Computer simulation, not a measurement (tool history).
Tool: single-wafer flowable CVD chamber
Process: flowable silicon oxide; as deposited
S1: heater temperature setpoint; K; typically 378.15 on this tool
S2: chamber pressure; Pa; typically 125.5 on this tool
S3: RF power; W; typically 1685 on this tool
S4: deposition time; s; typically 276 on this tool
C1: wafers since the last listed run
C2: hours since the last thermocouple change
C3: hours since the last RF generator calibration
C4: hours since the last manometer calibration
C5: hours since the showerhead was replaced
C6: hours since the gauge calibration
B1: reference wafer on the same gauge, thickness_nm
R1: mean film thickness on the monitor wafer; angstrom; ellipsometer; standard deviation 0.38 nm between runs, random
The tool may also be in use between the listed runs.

{"run": 1, "day": 0.0, "S1": 378.15, "S2": 125.5, "S3": 1685, "S4": 276, "C1": 0, "C2": 2426.8, "C3": 701.1, "C4": 1616.3, "C5": 6170.9, "C6": 1896.3, "B1": 187.031, "R1": 1658.05}
{"run": 2, "day": 1.788, "S1": 378.15, "S2": 136.0, "S3": 1685, "S4": 250, "C1": 311, "C2": 2469.7, "C3": 744.0, "C4": 1659.2, "C5": 6213.8, "C6": 1939.2, "B1": 187.262, "R1": 1632.42}
{"run": 3, "day": 3.954, "S1": 378.15, "S2": 136.0, "S3": 1685, "S4": 250, "C1": 377, "C2": 2521.7, "C3": 796.0, "C4": 1711.2, "C5": 6265.8, "C6": 1991.2, "B1": 187.2, "R1": 1632.07}
{"run": 4, "day": 6.746, "S1": 378.15, "S2": 125.5, "S3": 1610, "S4": 276, "C1": 485, "C2": 2588.7, "C3": 863.0, "C4": 1778.2, "C5": 6332.8, "C6": 2058.2, "B1": 186.924, "R1": 1642.56}
{"run": 5, "day": 9.217, "S1": 378.15, "S2": 114.1, "S3": 1685, "S4": 276, "C1": 430, "C2": 2648.0, "C3": 922.3, "C4": 1837.5, "C5": 6392.1, "C6": 2117.5, "B1": 187.183, "R1": 1509.53}
{"run": 6, "day": 14.242, "S1": 378.15, "S2": 114.1, "S3": 1685, "S4": 276, "C1": 874, "C2": 2768.6, "C3": 1042.9, "C4": 1958.1, "C5": 6512.7, "C6": 2238.1, "B1": 187.047, "R1": 1517.03}
{"run": 7, "day": 16.471, "S1": 378.15, "S2": 125.5, "S3": 1685, "S4": 276, "C1": 388, "C2": 2822.1, "C3": 1096.4, "C4": 2011.6, "C5": 6566.2, "C6": 2291.6, "B1": 187.047, "R1": 1668.28}
{"day": 16.833, "done": "thermocouple changed; heater temperature recalibrated"}
{"run": 8, "day": 17.883, "S1": 378.15, "S2": 125.5, "S3": 1685, "S4": 331, "C1": 187, "C2": 25.2, "C3": 1130.3, "C4": 2045.5, "C5": 6600.1, "C6": 2325.5, "B1": 186.971, "R1": 1932.36}
{"day": 19.833, "done": "showerhead replaced"}
{"run": 9, "day": 20.329, "S1": 364.15, "S2": 114.5, "S3": 1500, "S4": 276, "C1": 367, "C2": 83.9, "C3": 1189.0, "C4": 2104.2, "C5": 11.9, "C6": 2384.2, "B1": 186.991, "R1": 2187.9}
{"run": 10, "day": 22.538, "S1": 378.15, "S2": 125.5, "S3": 1685, "S4": 316, "C1": 384, "C2": 136.9, "C3": 1242.0, "C4": 2157.2, "C5": 64.9, "C6": 2437.2, "B1": 186.934, "R1": 1838.64}
{"run": 11, "day": 24.05, "S1": 366.15, "S2": 97.6, "S3": 1515, "S4": 276, "C1": 263, "C2": 173.2, "C3": 1278.3, "C4": 2193.5, "C5": 101.2, "C6": 2473.5, "B1": 187.182, "R1": 1745.12}
{"run": 12, "day": 25.425, "S1": 378.15, "S2": 125.5, "S3": 1685, "S4": 276, "C1": 239, "C2": 206.2, "C3": 1311.3, "C4": 2226.5, "C5": 134.2, "C6": 2506.5, "B1": 186.966, "R1": 1609.07}
{"run": 13, "day": 26.471, "S1": 367.15, "S2": 148.8, "S3": 1905, "S4": 276, "C1": 182, "C2": 231.3, "C3": 1336.4, "C4": 2251.6, "C5": 159.3, "C6": 2531.6, "B1": 186.97, "R1": 2749.81}
{"day": 27.233, "done": "gauge calibrated"}
{"run": 14, "day": 28.179, "S1": 378.15, "S2": 125.5, "S3": 1825, "S4": 276, "C1": 297, "C2": 272.3, "C3": 1377.4, "C4": 2292.6, "C5": 200.3, "C6": 22.7, "B1": 187.036, "R1": 1636.62}
{"run": 15, "day": 30.708, "S1": 378.15, "S2": 125.5, "S3": 1555, "S4": 276, "C1": 440, "C2": 333.0, "C3": 1438.1, "C4": 2353.3, "C5": 261.0, "C6": 83.4, "B1": 186.929, "R1": 1564.49}
{"day": 34.192, "done": "capacitance manometer re-zeroed and calibrated"}
{"day": 36.062, "done": "RF generator calibrated"}
{"run": 16, "day": 37.838, "S1": 371.15, "S2": 142.8, "S3": 1685, "S4": 243, "C1": 1124, "C2": 504.1, "C3": 42.6, "C4": 87.5, "C5": 432.1, "C6": 254.5, "B1": 187.213, "R1": 2026.72}
{"run": 17, "day": 40.35, "S1": 369.15, "S2": 142.1, "S3": 1685, "S4": 276, "C1": 437, "C2": 564.4, "C3": 102.9, "C4": 147.8, "C5": 492.4, "C6": 314.8, "B1": 186.838, "R1": 2436.4}
{"run": 18, "day": 42.562, "S1": 378.15, "S2": 125.5, "S3": 1685, "S4": 316, "C1": 385, "C2": 617.5, "C3": 156.0, "C4": 200.9, "C5": 545.5, "C6": 367.9, "B1": 186.861, "R1": 1863.61}
{"run": 19, "day": 44.708, "S1": 378.15, "S2": 125.5, "S3": 1685, "S4": 316, "C1": 373, "C2": 669.0, "C3": 207.5, "C4": 252.4, "C5": 597.0, "C6": 419.4, "B1": 186.733, "R1": 1860.22}
{"run": 20, "day": 46.929, "S1": 378.15, "S2": 116.8, "S3": 1550, "S4": 322, "C1": 386, "C2": 722.3, "C3": 260.8, "C4": 305.7, "C5": 650.3, "C6": 472.7, "B1": 186.925, "R1": 1735.58}
{"run": 21, "day": 49.092, "S1": 378.15, "S2": 125.5, "S3": 1685, "S4": 276, "C1": 376, "C2": 774.2, "C3": 312.7, "C4": 357.6, "C5": 702.2, "C6": 524.6, "B1": 187.118, "R1": 1633.13}
{"run": 22, "day": 51.908, "S1": 378.15, "S2": 125.5, "S3": 1685, "S4": 276, "C1": 490, "C2": 841.8, "C3": 380.3, "C4": 425.2, "C5": 769.8, "C6": 592.2, "B1": 186.955, "R1": 1629.68}
{"run": 23, "day": 53.708, "S1": 378.15, "S2": 125.5, "S3": 1685, "S4": 276, "C1": 313, "C2": 885.0, "C3": 423.5, "C4": 468.4, "C5": 813.0, "C6": 635.4, "B1": 187.168, "R1": 1632.67}
{"run": 24, "day": 56.025, "S1": 378.15, "S2": 125.5, "S3": 1685, "S4": 276, "C1": 403, "C2": 940.6, "C3": 479.1, "C4": 524.0, "C5": 868.6, "C6": 691.0, "B1": 187.125, "R1": 1634.66}
{"run": 25, "day": 57.221, "S1": 378.15, "S2": 138.5, "S3": 1805, "S4": 276, "C1": 208, "C2": 969.3, "C3": 507.8, "C4": 552.7, "C5": 897.3, "C6": 719.7, "B1": 187.051, "R1": 1836.79}
{"run": 26, "day": 59.679, "S1": 369.15, "S2": 148.3, "S3": 1425, "S4": 313, "C1": 427, "C2": 1028.3, "C3": 566.8, "C4": 611.7, "C5": 956.3, "C6": 778.7, "B1": 187.162, "R1": 2747.75}
{"run": 27, "day": 62.558, "S1": 371.15, "S2": 103.5, "S3": 1685, "S4": 238, "C1": 501, "C2": 1097.4, "C3": 635.9, "C4": 680.8, "C5": 1025.4, "C6": 847.8, "B1": 187.261, "R1": 1435.57}

5 ways to go on from here, each from the tool as it stands after run 27. What would each give?
{"run": "A", "day": 62.579, "S1": 378.15, "S2": 125.5, "S3": 1685, "S4": 276, "C1": 3, "C2": 1097.9, "C3": 636.4, "C4": 681.3, "C5": 1025.9, "C6": 848.3, "B1": "?", "R1": "?"}
{"run": "B", "day": 62.579, "S1": 388.15, "S2": 136.8, "S3": 1685, "S4": 246, "C1": 3, "C2": 1097.9, "C3": 636.4, "C4": 681.3, "C5": 1025.9, "C6": 848.3, "B1": "?", "R1": "?"}
{"run": "C", "day": 62.579, "S1": 385.15, "S2": 117.1, "S3": 1350, "S4": 222, "C1": 3, "C2": 1097.9, "C3": 636.4, "C4": 681.3, "C5": 1025.9, "C6": 848.3, "B1": "?", "R1": "?"}
{"run": "D", "day": 62.579, "S1": 365.15, "S2": 125.5, "S3": 1685, "S4": 276, "C1": 3, "C2": 1097.9, "C3": 636.4, "C4": 681.3, "C5": 1025.9, "C6": 848.3, "B1": "?", "R1": "?"}
{"run": "E", "day": 62.579, "S1": 365.15, "S2": 102.4, "S3": 1685, "S4": 276, "C1": 3, "C2": 1097.9, "C3": 636.4, "C4": 681.3, "C5": 1025.9, "C6": 848.3, "B1": "?", "R1": "?"}

run=A B1=186.836 R1=1630.89
run=B B1=186.836 R1=1179.66
run=C B1=186.836 R1=933.26
run=D B1=186.836 R1=2427.40
run=E B1=186.836 R1=1977.07
Take away the tool's hidden state, keep each run's random variation, and the runs would have read:
run=A R1=1633.55
run=B R1=1181.72
run=C R1=935.78
run=D R1=2431.33
run=E R1=1980.27

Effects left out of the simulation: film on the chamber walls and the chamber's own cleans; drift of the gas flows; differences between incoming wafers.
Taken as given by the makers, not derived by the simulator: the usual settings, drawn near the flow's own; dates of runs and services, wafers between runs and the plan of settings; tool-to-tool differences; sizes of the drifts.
